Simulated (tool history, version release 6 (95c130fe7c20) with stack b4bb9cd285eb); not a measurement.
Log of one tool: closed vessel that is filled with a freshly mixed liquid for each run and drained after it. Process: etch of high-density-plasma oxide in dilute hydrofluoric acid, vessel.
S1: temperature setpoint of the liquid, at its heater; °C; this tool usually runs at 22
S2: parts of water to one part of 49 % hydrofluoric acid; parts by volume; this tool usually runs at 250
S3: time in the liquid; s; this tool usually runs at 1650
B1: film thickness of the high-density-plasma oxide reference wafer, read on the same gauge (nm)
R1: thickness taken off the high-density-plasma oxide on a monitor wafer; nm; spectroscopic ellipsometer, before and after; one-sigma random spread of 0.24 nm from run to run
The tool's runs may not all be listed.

run    hour    S1   S2    S3     B1     R1
  1       0    22  250  1650     50   35.4
  2    73.6    22  250  1650  49.99  34.96
  3   200.6    22  250  1650  49.99  35.88
  4   250.9    22  250  1650  50.01  35.67
  5   371.4    22  250  1860  50.02  40.08
      382.8  -- hydrofluoric acid flow meter replaced
  6   439.4    22  250  2115  49.99  46.61
  7   500.7    22  250  2115     50  46.31
  8   568.3    22  250  1650  49.99  36.28
  9   671.7    22  210  1650     50  45.42
 10   742.6    22  305  2480     50  42.87
 11   817.1    22  250  1650     50  36.85
        866  -- gauge calibrated
      893.9  -- thermometer replaced
 12   903.3    22  305  2480  49.99  40.63
 13  1045.5    22  250  1650  49.99  34.71
 14  1086.6  25.5  345  1990     50  31.56
 15  1161.8    22  285  1190  50.02  21.54
 16  1205.7  18.5  140  1650     50  61.26

What if the next run were any one of these 4? Each begins from the tool's condition after run 16:
  A  1206.8    22  310  1650   ?   ?
  B  1206.8  18.5  190  1950   ?   ?
  C  1206.8  25.5  295  2465   ?   ?
  D  1206.8  26.5  250  1650   ?   ?

run     B1     R1
  A  49.99  26.67
  B  49.99  50.61
  C  49.99  47.95
  D  49.99   41.1
Stripped of hidden state, with their random variation kept, the same runs would have yielded:
run     R1
  A  26.15
  B  49.51
  C  47.05
  D  40.31
